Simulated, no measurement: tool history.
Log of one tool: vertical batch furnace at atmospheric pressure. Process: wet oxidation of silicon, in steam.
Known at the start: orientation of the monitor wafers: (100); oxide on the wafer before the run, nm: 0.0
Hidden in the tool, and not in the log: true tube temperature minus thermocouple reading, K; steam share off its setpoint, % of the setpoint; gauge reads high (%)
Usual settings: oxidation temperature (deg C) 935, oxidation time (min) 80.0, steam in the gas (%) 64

| run | hour | oxidation temperature (deg C) | oxidation time (min) | steam in the gas (%) | wafers since the last listed run | hours since the last temperature calibration | hours since the steam generator was serviced | hours since the gauge calibration | read-back reference wafer on the same gauge, thickness | oxide thickness on the monitor wafer (nm) |
|---|---|---|---|---|---|---|---|---|---|---|
| 1 | 0.0 | 927 | 95.0 | 64 | 0 | 2014.4 | 645.2 | 604.5 | 270.20 | 257.62 |
| 2 | 71.0 | 935 | 80.0 | 64 | 1259 | 2085.4 | 716.2 | 675.5 | 270.18 | 242.24 |
| 3 | 126.4 | 935 | 80.0 | 64 | 983 | 2140.8 | 771.6 | 730.9 | 270.14 | 243.20 |
| 4 | 165.0 | 935 | 80.0 | 64 | 685 | 2179.4 | 810.2 | 769.5 | 270.11 | 243.37 |
| 5 | 235.6 | 935 | 80.0 | 64 | 1252 | 2250.0 | 880.8 | 840.1 | 270.20 | 243.60 |
| 6 | 271.4 | 925 | 80.0 | 64 | 635 | 2285.8 | 916.6 | 875.9 | 270.34 | 219.29 |
| 7 | 325.1 | 935 | 80.0 | 64 | 952 | 2339.5 | 970.3 | 929.6 | 269.85 | 244.40 |
| 8 | 384.4 | 935 | 80.0 | 64 | 1052 | 2398.8 | 1029.6 | 988.9 | 269.99 | 243.70 |
| 9 | 437.5 | 935 | 80.0 | 59 | 942 | 2451.9 | 1082.7 | 1042.0 | 270.31 | 228.11 |
| 10 | 505.3 | 935 | 80.0 | 59 | 1203 | 2519.7 | 1150.5 | 1109.8 | 269.97 | 227.25 |
| 11 | 575.7 | 935 | 80.0 | 59 | 1249 | 2590.1 | 1220.9 | 1180.2 | 270.02 | 228.62 |
| 12 | 604.0 | 935 | 57.0 | 64 | 502 | 2618.4 | 1249.2 | 1208.5 | 270.27 | 183.25 |
| 13 | 661.9 | 935 | 57.0 | 64 | 1027 | 2676.3 | 1307.1 | 1266.4 | 270.32 | 185.24 |
| 14 | 724.2 | 935 | 80.0 | 64 | 1105 | 2738.6 | 1369.4 | 1328.7 | 270.01 | 247.38 |
| 15 | 791.2 | 935 | 80.0 | 64 | 1189 | 2805.6 | 1436.4 | 1395.7 | 269.84 | 245.36 |
| 16 | 817.2 | 935 | 80.0 | 64 | 461 | 2831.6 | 1462.4 | 1421.7 | 270.25 | 246.37 |
| 17 | 906.6 | 935 | 80.0 | 64 | 1586 | 2921.0 | 1551.8 | 1511.1 | 269.51 | 246.71 |
| 18 | 945.5 | 942 | 80.0 | 64 | 690 | 2959.9 | 1590.7 | 1550.0 | 270.04 | 264.63 |
| 19 | 992.7 | 911 | 80.0 | 56 | 837 | 3007.1 | 1637.9 | 1597.2 | 270.17 | 169.55 |
|  | 1029.1 | thermocouples replaced and temperature profile calibrated |
|  | 1056.7 | steam generator serviced |
| 20 | 1158.3 | 927 | 95.0 | 64 | 2086 | 129.2 | 101.6 | 1762.8 | 269.88 | 269.61 |
| 21 | 1222.7 | 935 | 80.0 | 64 | 1142 | 193.6 | 166.0 | 1827.2 | 270.02 | 253.56 |
| 22 | 1268.3 | 935 | 80.0 | 72 | 809 | 239.2 | 211.6 | 1872.8 | 270.18 | 278.59 |
|  | 1334.8 | thermocouples replaced and temperature profile calibrated, repeated, since the last time left the tool worse |
| 23 | 1335.3 | 911 | 109.5 | 53 | 763 | 0.5 | 278.6 | 1939.8 | 269.83 | 203.80 |
| 24 | 1379.1 | 935 | 91.5 | 64 | 777 | 44.3 | 322.4 | 1983.6 | 269.91 | 266.42 |
| 25 | 1405.1 | 935 | 80.0 | 64 | 461 | 70.3 | 348.4 | 2009.6 | 270.09 | 237.79 |
| 26 | 1436.9 | 935 | 80.0 | 68 | 564 | 102.1 | 380.2 | 2041.4 | 269.80 | 249.12 |
|  | 1455.5 | gauge calibrated |
| 27 | 1475.8 | 912 | 47.0 | 53 | 690 | 141.0 | 419.1 | 20.3 | 269.53 | 95.48 |
| 28 | 1516.8 | 956 | 42.5 | 55 | 727 | 182.0 | 460.1 | 61.3 | 269.90 | 154.23 |
| 29 | 1551.2 | 959 | 80.0 | 64 | 610 | 216.4 | 494.5 | 95.7 | 269.94 | 302.64 |
| 30 | 1603.4 | 935 | 80.0 | 64 | 926 | 268.6 | 546.7 | 147.9 | 270.29 | 238.93 |
| 31 | 1650.1 | 957 | 61.0 | 75 | 828 | 315.3 | 593.4 | 194.6 | 269.68 | 270.96 |
| 32 | 1686.8 | 935 | 80.0 | 59 | 651 | 352.0 | 630.1 | 231.3 | 269.99 | 221.82 |
| 33 | 1752.7 | 942 | 101.5 | 53 | 1169 | 417.9 | 696.0 | 297.2 | 269.80 | 265.92 |
| 34 | 1824.1 | 935 | 80.0 | 64 | 1267 | 489.3 | 767.4 | 368.6 | 269.66 | 238.91 |
| 35 | 1878.9 | 935 | 45.5 | 64 | 972 | 544.1 | 822.2 | 423.4 | 269.88 | 146.00 |
| 36 | 1921.5 | 935 | 80.0 | 64 | 755 | 586.7 | 864.8 | 466.0 | 269.95 | 236.79 |
| 37 | 1970.5 | 911 | 80.0 | 55 | 869 | 635.7 | 913.8 | 515.0 | 270.04 | 159.24 |
| 38 | 2023.1 | 935 | 80.0 | 54 | 933 | 688.3 | 966.4 | 567.6 | 270.18 | 205.52 |

Measured less the same run without the tool's hidden state. The same run-to-run variation is in both; the gauge's scatter may not be:
| run | oxide thickness on the monitor wafer (nm) |
|---|---|
| 1 | +5.85 |
| 2 | +5.79 |
| 3 | +6.05 |
| 4 | +6.22 |
| 5 | +6.55 |
| 6 | +6.32 |
| 7 | +6.99 |
| 8 | +7.26 |
| 9 | +7.15 |
| 10 | +7.44 |
| 11 | +7.84 |
| 12 | +6.70 |
| 13 | +7.02 |
| 14 | +9.16 |
| 15 | +9.47 |
| 16 | +9.66 |
| 17 | +10.19 |
| 18 | +11.05 |
| 19 | +8.81 |
| 20 | +17.31 |
| 21 | +16.37 |
| 22 | +17.59 |
| 23 | +0.38 |
| 24 | +0.41 |
| 25 | +0.38 |
| 26 | +0.40 |
| 27 | +0.21 |
| 28 | +0.30 |
| 29 | +0.50 |
| 30 | +0.45 |
| 31 | +0.53 |
| 32 | +0.47 |
| 33 | +0.60 |
| 34 | +0.62 |
| 35 | +0.46 |
| 36 | +0.72 |
| 37 | +0.65 |
| 38 | +0.77 |
